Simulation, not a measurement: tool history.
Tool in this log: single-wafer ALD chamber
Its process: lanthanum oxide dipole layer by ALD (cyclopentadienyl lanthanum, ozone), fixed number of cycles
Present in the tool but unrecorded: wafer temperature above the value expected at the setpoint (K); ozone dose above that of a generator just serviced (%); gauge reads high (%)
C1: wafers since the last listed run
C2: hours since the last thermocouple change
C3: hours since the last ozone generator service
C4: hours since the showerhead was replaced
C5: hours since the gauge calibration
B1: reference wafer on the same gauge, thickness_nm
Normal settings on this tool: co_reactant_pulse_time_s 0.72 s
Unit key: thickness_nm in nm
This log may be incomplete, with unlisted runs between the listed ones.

Run 1, hour 0: usual settings but co_reactant_pulse_time_s 0.82 s; C1 0; C2 934.1; C3 1576.8; C4 5730.4; C5 83; B1 0.504. Result: thickness_nm 0.467 nm.
Run 2, hour 7.1: usual settings but co_reactant_pulse_time_s 0.82 s; C1 146; C2 941.2; C3 1583.9; C4 5737.5; C5 90.1; B1 0.504. Result: thickness_nm 0.466 nm.
Run 3, hour 24.4: usual settings but co_reactant_pulse_time_s 0.82 s; C1 356; C2 958.5; C3 1601.2; C4 5754.8; C5 107.4; B1 0.504. Result: thickness_nm 0.464 nm.
Run 4, hour 47.7: usual settings but co_reactant_pulse_time_s 0.64 s; C1 479; C2 981.8; C3 1624.5; C4 5778.1; C5 130.7; B1 0.504. Result: thickness_nm 0.374 nm.
Run 5, hour 65.1: usual settings but co_reactant_pulse_time_s 0.64 s; C1 358; C2 999.2; C3 1641.9; C4 5795.5; C5 148.1; B1 0.504. Result: thickness_nm 0.374 nm.
Run 6, hour 77.5: usual settings but co_reactant_pulse_time_s 0.56 s; C1 255; C2 1011.6; C3 1654.3; C4 5807.9; C5 160.5; B1 0.504. Result: thickness_nm 0.315 nm.
At hour 91.3: showerhead replaced.
At hour 91.8: thermocouple changed; heater temperature recalibrated.
Run 7, hour 92.3: usual settings but co_reactant_pulse_time_s 0.56 s; C1 130; C2 0.5; C3 1669.1; C4 1; C5 175.3; B1 0.504. Result: thickness_nm 0.315 nm.
Run 8, hour 94.6: usual settings but co_reactant_pulse_time_s 0.58 s; C1 47; C2 2.8; C3 1671.4; C4 3.3; C5 177.6; B1 0.504. Result: thickness_nm 0.331 nm.
Run 9, hour 106.2: usual settings but co_reactant_pulse_time_s 0.58 s; C1 238; C2 14.4; C3 1683; C4 14.9; C5 189.2; B1 0.504. Result: thickness_nm 0.33 nm.
Run 10, hour 144.4: usual settings but co_reactant_pulse_time_s 0.46 s; C1 786; C2 52.6; C3 1721.2; C4 53.1; C5 227.4; B1 0.504. Result: thickness_nm 0.22 nm.
At hour 156.6: gauge calibrated.
Run 11, hour 157.3: usual settings but co_reactant_pulse_time_s 0.84 s; C1 265; C2 65.5; C3 1734.1; C4 66; C5 0.7; B1 0.504. Result: thickness_nm 0.469 nm.
Run 12, hour 166.6: usual settings but co_reactant_pulse_time_s 1 s; C1 191; C2 74.8; C3 1743.4; C4 75.3; C5 10; B1 0.503. Result: thickness_nm 0.516 nm.
Run 13, hour 177.3: usual settings; C1 220; C2 85.5; C3 1754.1; C4 86; C5 20.7; B1 0.505. Result: thickness_nm 0.417 nm.
At hour 198.8: ozone generator serviced.
Run 14, hour 199.3: usual settings but co_reactant_pulse_time_s 0.8 s; C1 288; C2 107.5; C3 0.5; C4 108; C5 42.7; B1 0.504. Result: thickness_nm 0.488 nm.

Expected results for the next run?
Run 15, hour 223.6: usual settings; C1 500; C2 131.8; C3 24.8; C4 132.3; C5 67; B1 ?. Result: thickness_nm ?.

{"run 15": {"B1": 0.505, "thickness_nm": 0.455}}
With no hidden state in the tool, this same run would have given thickness_nm 0.46 nm.

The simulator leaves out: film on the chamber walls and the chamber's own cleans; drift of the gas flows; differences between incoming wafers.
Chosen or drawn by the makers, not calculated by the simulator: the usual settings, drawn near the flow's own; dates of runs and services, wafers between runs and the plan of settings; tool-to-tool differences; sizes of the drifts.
